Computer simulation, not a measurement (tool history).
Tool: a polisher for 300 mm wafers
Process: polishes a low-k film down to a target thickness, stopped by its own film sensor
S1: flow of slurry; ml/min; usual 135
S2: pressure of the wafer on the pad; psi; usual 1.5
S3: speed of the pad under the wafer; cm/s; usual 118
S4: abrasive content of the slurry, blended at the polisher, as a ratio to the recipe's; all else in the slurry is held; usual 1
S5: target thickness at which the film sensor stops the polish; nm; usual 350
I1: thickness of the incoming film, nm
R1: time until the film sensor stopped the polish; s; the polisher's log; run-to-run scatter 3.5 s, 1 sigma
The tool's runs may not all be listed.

run 1 day=0 | S1=135 S2=1.5 S3=134 S4=1 S5=350 | I1=400.1 | R1=234.7
run 2 day=1.221 | S1=135 S2=1.5 S3=134 S4=1 S5=350 | I1=399.1 | R1=235.6
run 3 day=1.833 | S1=135 S2=1.5 S3=118 S4=1 S5=350 | I1=397.4 | R1=238.9
run 4 day=5.812 | S1=135 S2=1.5 S3=118 S4=1 S5=350 | I1=391.7 | R1=175
run 5 day=7.233 | S1=135 S2=1.5 S3=118 S4=1 S5=350 | I1=401.8 | R1=228.5
run 6 day=8.871 | S1=135 S2=1.5 S3=118 S4=1 S5=350 | I1=402.2 | R1=239.4
run 7 day=9.9 | S1=135 S2=1.5 S3=118 S4=1 S5=350 | I1=400.3 | R1=214.1
run 8 day=10.517 | S1=135 S2=1.5 S3=118 S4=1 S5=362 | I1=405.7 | R1=190.9
run 9 day=11.262 | S1=135 S2=1.5 S3=118 S4=1 S5=362 | I1=395.1 | R1=146.5
run 10 day=12.483 | S1=120 S2=1.5 S3=154 S4=0.85 S5=350 | I1=398.3 | R1=224.6
run 11 day=13.521 | S1=135 S2=1.5 S3=118 S4=1 S5=362 | I1=400.1 | R1=178.2
run 12 day=14.108 | S1=115 S2=1.6 S3=106 S4=1 S5=340 | I1=402 | R1=307
run 13 day=14.692 | S1=135 S2=1.5 S3=100 S4=1 S5=350 | I1=399.4 | R1=260.2
run 14 day=15.708 | S1=95 S2=1.5 S3=118 S4=1 S5=350 | I1=402.7 | R1=233
run 15 day=16.925 | S1=135 S2=1.5 S3=118 S4=1 S5=350 | I1=401.6 | R1=213.9
run 16 day=18.304 | S1=135 S2=1.8 S3=118 S4=1.2 S5=350 | I1=400.5 | R1=169.6
run 17 day=19.121 | S1=135 S2=1.5 S3=134 S4=1 S5=350 | I1=392.7 | R1=167.7
run 18 day=20.504 | S1=135 S2=1.1 S3=118 S4=1.25 S5=350 | I1=406.3 | R1=298.3

Missing from the log above: 6 entries noted between runs. For each, name the pair of listed runs it sits between and say how the tool's hidden condition differs from the listed run just before to the listed run just after:
Logged between run 3 and run 4: conditioning disc replaced and pad reconditioned (day 2.829)
  slurry flow missing at the pad, %: 30.5 -> 32; time polished since the conditioner stopped cutting, s: 925 -> 212
  measured value less the no-hidden-state value, R1: +70.9 -> +27.3 s
Logged between run 4 and run 5: head pressure recalibrated (day 6.917)
  slurry flow missing at the pad, %: 32 -> 32.4; time polished since the conditioner stopped cutting, s: 212 -> 312
  measured value less the no-hidden-state value, R1: +27.3 -> +41.8 s
Logged between run 5 and run 6: slurry blender recalibrated (day 8.354)
  slurry flow missing at the pad, %: 32.4 -> 32.8; time polished since the conditioner stopped cutting, s: 312 -> 427
  measured value less the no-hidden-state value, R1: +41.8 -> +50.5 s
Logged between run 6 and run 7: slurry nozzle cleaned (day 9.112)
  slurry flow missing at the pad, %: 32.8 -> 8.4; time polished since the conditioner stopped cutting, s: 427 -> 499
  measured value less the no-hidden-state value, R1: +50.5 -> +34.5 s
Logged between run 8 and run 9: worn pad replaced by a new one (day 10.929)
  slurry flow missing at the pad, %: 10.9 -> 13.6; time polished since the conditioner stopped cutting, s: 542 -> 595
  measured value less the no-hidden-state value, R1: +33.5 -> +28.3 s
Logged between run 13 and run 14: conditioning disc replaced and pad reconditioned (day 15.246)
  slurry flow missing at the pad, %: 23 -> 25; time polished since the conditioner stopped cutting, s: 835 -> 72
  measured value less the no-hidden-state value, R1: +64 -> +26.5 s
